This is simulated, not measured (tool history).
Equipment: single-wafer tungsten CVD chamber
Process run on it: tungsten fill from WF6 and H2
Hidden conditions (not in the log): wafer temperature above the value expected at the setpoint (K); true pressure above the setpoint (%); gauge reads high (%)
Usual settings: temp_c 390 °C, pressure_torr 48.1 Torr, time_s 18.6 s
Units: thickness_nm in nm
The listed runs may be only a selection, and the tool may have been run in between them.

| run | hour | temp_c | pressure_torr | time_s | wafers since the last listed run | hours since the last thermocouple change | hours since the last manometer calibration | hours since the showerhead was replaced | hours since the gauge calibration | read-back reference wafer on the same gauge, thickness_nm | thickness_nm |
|---|---|---|---|---|---|---|---|---|---|---|---|
| 1 | 0.0 | 390 | 48.1 | 18.6 | 0 | 2900.2 | 1634.3 | 8245.9 | 39.3 | 63.524 | 54.629 |
| 2 | 9.4 | 390 | 48.1 | 18.6 | 422 | 2909.6 | 1643.7 | 8255.3 | 48.7 | 63.599 | 54.773 |
| 3 | 18.9 | 390 | 48.1 | 18.6 | 427 | 2919.1 | 1653.2 | 8264.8 | 58.2 | 63.610 | 54.592 |
| 4 | 36.6 | 390 | 48.1 | 18.6 | 795 | 2936.8 | 1670.9 | 8282.5 | 75.9 | 63.615 | 54.415 |
| 5 | 49.9 | 390 | 48.1 | 18.6 | 597 | 2950.1 | 1684.2 | 8295.8 | 89.2 | 63.616 | 54.527 |
| 6 | 67.4 | 390 | 48.1 | 18.6 | 786 | 2967.6 | 1701.7 | 8313.3 | 106.7 | 63.530 | 54.594 |
| 7 | 81.7 | 390 | 39.9 | 18.6 | 642 | 2981.9 | 1716.0 | 8327.6 | 121.0 | 63.648 | 51.523 |
| 8 | 88.5 | 390 | 48.1 | 18.6 | 305 | 2988.7 | 1722.8 | 8334.4 | 127.8 | 63.629 | 54.618 |
| 9 | 95.4 | 396 | 48.1 | 18.6 | 310 | 2995.6 | 1729.7 | 8341.3 | 134.7 | 63.636 | 60.368 |
| 10 | 106.8 | 390 | 48.1 | 15.8 | 512 | 3007.0 | 1741.1 | 8352.7 | 146.1 | 63.670 | 46.270 |
| 11 | 121.2 | 390 | 48.1 | 15.8 | 647 | 3021.4 | 1755.5 | 8367.1 | 160.5 | 63.633 | 46.165 |
| 12 | 157.2 | 390 | 56.0 | 18.6 | 1618 | 3057.4 | 1791.5 | 8403.1 | 196.5 | 63.624 | 56.869 |
|  | 199.4 | capacitance manometer re-zeroed and calibrated |
| 13 | 199.9 | 390 | 56.0 | 18.6 | 1559 | 3100.1 | 0.5 | 8445.8 | 239.2 | 63.626 | 57.329 |
| 14 | 200.2 | 390 | 48.1 | 18.6 | 13 | 3100.4 | 0.8 | 8446.1 | 239.5 | 63.540 | 54.650 |
|  | 215.2 | thermocouple changed; heater temperature recalibrated |
| 15 | 215.7 | 383 | 38.0 | 18.6 | 337 | 0.5 | 16.3 | 8461.6 | 255.0 | 63.592 | 48.237 |
| 16 | 218.0 | 375 | 39.5 | 18.6 | 103 | 2.8 | 18.6 | 8463.9 | 257.3 | 63.641 | 42.211 |
|  | 222.9 | gauge calibrated |
| 17 | 232.3 | 402 | 48.1 | 18.6 | 642 | 17.1 | 32.9 | 8478.2 | 9.4 | 63.569 | 71.078 |
|  | 247.9 | showerhead replaced |
| 18 | 248.4 | 382 | 48.1 | 22.1 | 364 | 33.2 | 49.0 | 0.5 | 25.5 | 63.672 | 60.176 |
| 19 | 260.5 | 390 | 48.1 | 16.1 | 543 | 45.3 | 61.1 | 12.6 | 37.6 | 63.533 | 50.238 |
| 20 | 266.7 | 390 | 36.5 | 18.6 | 278 | 51.5 | 67.3 | 18.8 | 43.8 | 63.657 | 53.514 |
| 21 | 279.1 | 390 | 48.1 | 18.6 | 557 | 63.9 | 79.7 | 31.2 | 56.2 | 63.634 | 57.815 |
| 22 | 285.7 | 390 | 48.1 | 18.6 | 296 | 70.5 | 86.3 | 37.8 | 62.8 | 63.552 | 57.781 |
| 23 | 293.6 | 390 | 48.1 | 20.1 | 355 | 78.4 | 94.2 | 45.7 | 70.7 | 63.639 | 62.169 |
| 24 | 301.5 | 400 | 57.8 | 20.7 | 355 | 86.3 | 102.1 | 53.6 | 78.6 | 63.540 | 80.648 |
| 25 | 317.9 | 390 | 48.1 | 18.6 | 737 | 102.7 | 118.5 | 70.0 | 95.0 | 63.552 | 57.917 |
| 26 | 327.2 | 390 | 48.1 | 18.6 | 418 | 112.0 | 127.8 | 79.3 | 104.3 | 63.615 | 57.842 |
| 27 | 333.3 | 384 | 58.1 | 18.6 | 274 | 118.1 | 133.9 | 85.4 | 110.4 | 63.601 | 55.060 |

For each entry between runs, how does the tool's hidden state at the last listed run before it compare with that at the first listed run after it?
Runs 12 to 13: capacitance manometer re-zeroed and calibrated (hour 199.4)
  wafer temperature above the value expected at the setpoint (K): -4.69 -> -4.7
  measured less the result without the state, thickness_nm: -4.809 -> -4.860 nm
Runs 14 to 15: thermocouple changed; heater temperature recalibrated (hour 215.2)
  wafer temperature above the value expected at the setpoint (K): -4.7 -> -0.84
  measured less the result without the state, thickness_nm: -4.632 -> -0.716 nm
Runs 16 to 17: gauge calibrated (hour 222.9)
  wafer temperature above the value expected at the setpoint (K): -0.855 -> -0.951
  measured less the result without the state, thickness_nm: -0.661 -> -1.083 nm
Runs 17 to 18: showerhead replaced (hour 247.9)
  wafer temperature above the value expected at the setpoint (K): -0.951 -> -1.06
  measured less the result without the state, thickness_nm: -1.083 -> -1.129 nm
